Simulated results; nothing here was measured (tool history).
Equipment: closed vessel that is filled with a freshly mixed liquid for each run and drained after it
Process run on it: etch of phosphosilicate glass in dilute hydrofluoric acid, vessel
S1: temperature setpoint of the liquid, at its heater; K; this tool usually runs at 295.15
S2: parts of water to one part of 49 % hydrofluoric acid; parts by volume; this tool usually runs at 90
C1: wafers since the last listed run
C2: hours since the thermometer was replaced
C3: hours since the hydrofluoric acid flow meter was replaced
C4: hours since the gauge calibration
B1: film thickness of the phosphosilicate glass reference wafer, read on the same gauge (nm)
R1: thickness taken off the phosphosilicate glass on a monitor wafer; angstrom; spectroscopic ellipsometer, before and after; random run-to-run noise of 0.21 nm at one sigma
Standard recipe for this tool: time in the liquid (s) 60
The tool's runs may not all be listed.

Run 1, hour 0.0: usual settings but S2 55 parts by volume, time in the liquid (s) 50; C1 0; C2 1164.9; C3 2280.9; C4 23.2; B1 90.03. Result: R1 833.3 angstrom.
Run 2, hour 14.7: usual settings but S2 55 parts by volume, time in the liquid (s) 50; C1 2132; C2 1179.6; C3 2295.6; C4 37.9; B1 90.01. Result: R1 836.2 angstrom.
Run 3, hour 26.1: usual settings but S2 55 parts by volume, time in the liquid (s) 50; C1 1653; C2 1191.0; C3 2307.0; C4 49.3; B1 90.00. Result: R1 836.6 angstrom.
Run 4, hour 39.9: usual settings; C1 2001; C2 1204.8; C3 2320.8; C4 63.1; B1 90.04. Result: R1 586.2 angstrom.
Run 5, hour 53.5: usual settings; C1 1972; C2 1218.4; C3 2334.4; C4 76.7; B1 90.01. Result: R1 585.3 angstrom.
At hour 56.5: hydrofluoric acid flow meter replaced.
Run 6, hour 63.8: usual settings; C1 1349; C2 1228.7; C3 7.3; C4 87.0; B1 89.99. Result: R1 587.8 angstrom.
Run 7, hour 79.5: usual settings but S1 291.65 K, time in the liquid (s) 80; C1 2277; C2 1244.4; C3 23.0; C4 102.7; B1 90.00. Result: R1 670.8 angstrom.
At hour 86.2: gauge calibrated.
Run 8, hour 88.4: usual settings but S1 291.65 K, time in the liquid (s) 80; C1 1291; C2 1253.3; C3 31.9; C4 2.2; B1 90.03. Result: R1 670.3 angstrom.

Run 9 comes next. What will it give?
Run 9, hour 102.3: usual settings but time in the liquid (s) 50; C1 2016; C2 1267.2; C3 45.8; C4 16.1; B1 ?. Result: R1 ?.

{"run 9": {"B1": 89.98, "R1": 483.9}}
Had the tool carried no hidden state, the very same run would have given R1 547.3 angstrom.

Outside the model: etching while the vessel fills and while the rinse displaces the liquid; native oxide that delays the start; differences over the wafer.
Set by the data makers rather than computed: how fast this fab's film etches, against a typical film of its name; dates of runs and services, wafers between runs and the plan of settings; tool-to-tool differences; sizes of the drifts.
